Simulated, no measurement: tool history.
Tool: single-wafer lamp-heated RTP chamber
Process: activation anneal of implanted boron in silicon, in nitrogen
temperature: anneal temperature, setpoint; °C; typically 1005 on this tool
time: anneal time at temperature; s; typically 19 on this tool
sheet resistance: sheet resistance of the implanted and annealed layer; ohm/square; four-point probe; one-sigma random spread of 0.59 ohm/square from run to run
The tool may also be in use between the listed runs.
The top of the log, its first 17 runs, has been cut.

run,hour,temperature,time,"read-back reference wafer on the same gauge, sheet resistance",sheet resistance
18,1376.7,1019,28,384.89,353.31
19,1423.6,977,29,385.14,366.87
# hour 1558: reflector plate cleaned
# hour 1564.1: pyrometer window cleaned and pyrometer calibrated
# hour 1649.8: gauge calibrated
20,1736.8,1031,19,385.19,352.82
21,1818.6,1014,13,385.01,355.48
22,1910.6,976,8,385.28,380.2
23,1969.3,1021,19,384.78,353.57
# hour 2060.3: reflector plate cleaned
24,2062.9,1025,13,385.27,354.21
25,2121.8,1005,19,384.97,356.73
# hour 2174.8: pyrometer window cleaned and pyrometer calibrated
26,2205.6,1018,23,384.95,353.65
27,2257.9,1032,24,384.88,351.64
28,2344.7,1005,19,385.1,355.86
29,2423.2,1005,12,385.05,356.7
30,2495.7,1005,19,385.07,355.39
# hour 2562.4: reflector plate cleaned
31,2588.3,1005,19,384.95,357.07
32,2660.3,1005,19,385.06,357.1
33,2719.3,1005,23,385.04,356.12
# hour 2797.4: pyrometer window cleaned and pyrometer calibrated
34,2797.9,1005,19,384.97,355
35,2874.2,1005,19,385.14,356.54

Branching from run 35: 4 alternative next runs. What would each branch give?
A,2874.6,1005,19,?,?
B,2874.6,1005,25,?,?
C,2874.6,991,19,?,?
D,2874.6,1035,9,?,?

run,"read-back reference wafer on the same gauge, sheet resistance",sheet resistance
A,385.29,355.95
B,385.29,355.14
C,385.29,360.94
D,385.29,353.62
The same runs, with their run-to-run variation unchanged, on a tool lacking any hidden condition would have given:
run,sheet resistance
A,357.87
B,356.87
C,365.17
D,354.17
